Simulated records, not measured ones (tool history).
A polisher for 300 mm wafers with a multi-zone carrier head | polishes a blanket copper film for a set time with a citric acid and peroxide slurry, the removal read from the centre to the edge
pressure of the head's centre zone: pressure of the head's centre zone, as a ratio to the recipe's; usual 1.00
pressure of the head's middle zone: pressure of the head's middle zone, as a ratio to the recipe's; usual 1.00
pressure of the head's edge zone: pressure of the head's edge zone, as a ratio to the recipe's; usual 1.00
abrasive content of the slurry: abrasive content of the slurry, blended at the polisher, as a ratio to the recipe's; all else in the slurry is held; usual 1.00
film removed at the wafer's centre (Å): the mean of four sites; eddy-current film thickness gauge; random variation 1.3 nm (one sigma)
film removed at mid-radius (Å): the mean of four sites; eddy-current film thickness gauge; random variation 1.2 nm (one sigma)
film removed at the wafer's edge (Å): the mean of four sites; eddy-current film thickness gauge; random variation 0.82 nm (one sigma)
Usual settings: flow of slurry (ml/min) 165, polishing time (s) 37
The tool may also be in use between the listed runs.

| run | day | flow of slurry (ml/min) | pressure of the head's centre zone | pressure of the head's middle zone | pressure of the head's edge zone | abrasive content of the slurry | polishing time (s) | incoming thickness of the incoming film, nm | film removed at the wafer's centre (Å) | film removed at mid-radius (Å) | film removed at the wafer's edge (Å) |
|---|---|---|---|---|---|---|---|---|---|---|---|
| 1 | 0.000 | 165 | 1.00 | 1.00 | 1.09 | 1.00 | 37 | 536.8 | 986 | 979 | 1007 |
|  | 0.529 | edge zone pressure recalibrated |
| 2 | 0.550 | 165 | 1.00 | 0.97 | 1.00 | 1.00 | 40 | 525.6 | 1046 | 1013 | 1053 |
| 3 | 0.888 | 165 | 1.00 | 0.97 | 1.00 | 1.00 | 40 | 539.0 | 1025 | 1018 | 1040 |
|  | 1.312 | slurry nozzle cleaned |
| 4 | 1.404 | 165 | 1.00 | 0.97 | 1.00 | 1.00 | 40 | 528.5 | 1048 | 1009 | 1023 |
|  | 1.750 | centre zone pressure recalibrated |
| 5 | 1.904 | 165 | 1.00 | 1.00 | 1.00 | 1.00 | 37 | 531.2 | 929 | 957 | 942 |
| 6 | 3.767 | 145 | 0.96 | 1.00 | 1.00 | 1.15 | 37 | 533.0 | 868 | 898 | 909 |
|  | 4.050 | worn pad replaced by a new one, of another model than before |
| 7 | 4.071 | 165 | 1.12 | 1.00 | 1.06 | 1.00 | 28 | 533.1 | 853 | 785 | 797 |
| 8 | 4.729 | 215 | 0.89 | 1.00 | 1.00 | 0.75 | 33 | 532.3 | 860 | 886 | 893 |
| 9 | 5.012 | 185 | 1.00 | 1.00 | 1.00 | 1.00 | 37 | 528.9 | 1016 | 1033 | 1033 |
| 10 | 5.600 | 210 | 1.09 | 1.00 | 0.90 | 1.20 | 37 | 536.7 | 1156 | 1111 | 1023 |
| 11 | 5.958 | 115 | 1.00 | 1.00 | 1.00 | 1.00 | 37 | 534.0 | 820 | 843 | 878 |
| 12 | 6.296 | 110 | 1.00 | 1.00 | 0.90 | 1.00 | 43 | 530.3 | 920 | 927 | 958 |
| 13 | 6.692 | 165 | 1.00 | 1.00 | 1.00 | 1.00 | 37 | 541.1 | 954 | 980 | 960 |
| 14 | 6.946 | 165 | 1.00 | 1.00 | 1.00 | 1.00 | 37 | 528.2 | 966 | 973 | 961 |
| 15 | 7.221 | 130 | 1.00 | 1.00 | 1.00 | 1.00 | 37 | 524.7 | 865 | 882 | 904 |
| 16 | 7.521 | 165 | 1.00 | 1.00 | 0.94 | 0.75 | 37 | 535.7 | 892 | 906 | 859 |
| 17 | 8.058 | 165 | 1.00 | 1.00 | 1.00 | 1.00 | 37 | 531.9 | 921 | 945 | 927 |
| 18 | 8.342 | 165 | 1.00 | 1.00 | 1.00 | 1.00 | 37 | 531.2 | 918 | 949 | 926 |
|  | 8.858 | worn pad replaced by a new one |
| 19 | 8.879 | 165 | 1.00 | 0.93 | 0.92 | 1.15 | 49 | 526.3 | 1410 | 1318 | 1352 |
| 20 | 9.538 | 165 | 0.94 | 1.00 | 1.08 | 1.10 | 28 | 527.4 | 752 | 771 | 812 |
| 21 | 10.171 | 165 | 1.00 | 1.00 | 1.00 | 1.25 | 37 | 526.5 | 1028 | 1031 | 1033 |

Measured less the same run without the tool's hidden state. The same run-to-run variation is in both; the gauge's scatter may not be:
The hidden state here: removal rate lost through wear of the pad, %; slurry flow missing at the pad, %; deviation of the centre zone's pressure from its setpoint, %; deviation of the edge zone's pressure from its setpoint, %.
| run | film removed at the wafer's centre (Å) | film removed at mid-radius (Å) | film removed at the wafer's edge (Å) |
|---|---|---|---|
| 1 | -55 | -54 | -56 |
| 2 | -73 | -70 | -73 |
| 3 | -81 | -80 | -81 |
| 4 | -97 | -93 | -94 |
| 5 | -99 | -102 | -100 |
| 6 | -140 | -144 | -147 |
| 7 | -5 | -4 | -4 |
| 8 | -18 | -18 | -18 |
| 9 | -28 | -29 | -29 |
| 10 | -49 | -47 | -43 |
| 11 | -42 | -43 | -45 |
| 12 | -55 | -55 | -57 |
| 13 | -67 | -69 | -67 |
| 14 | -74 | -75 | -74 |
| 15 | -73 | -75 | -76 |
| 16 | -83 | -84 | -79 |
| 17 | -99 | -102 | -100 |
| 18 | -106 | -110 | -107 |
| 19 | -27 | -25 | -25 |
| 20 | -26 | -27 | -28 |
| 21 | -52 | -52 | -53 |

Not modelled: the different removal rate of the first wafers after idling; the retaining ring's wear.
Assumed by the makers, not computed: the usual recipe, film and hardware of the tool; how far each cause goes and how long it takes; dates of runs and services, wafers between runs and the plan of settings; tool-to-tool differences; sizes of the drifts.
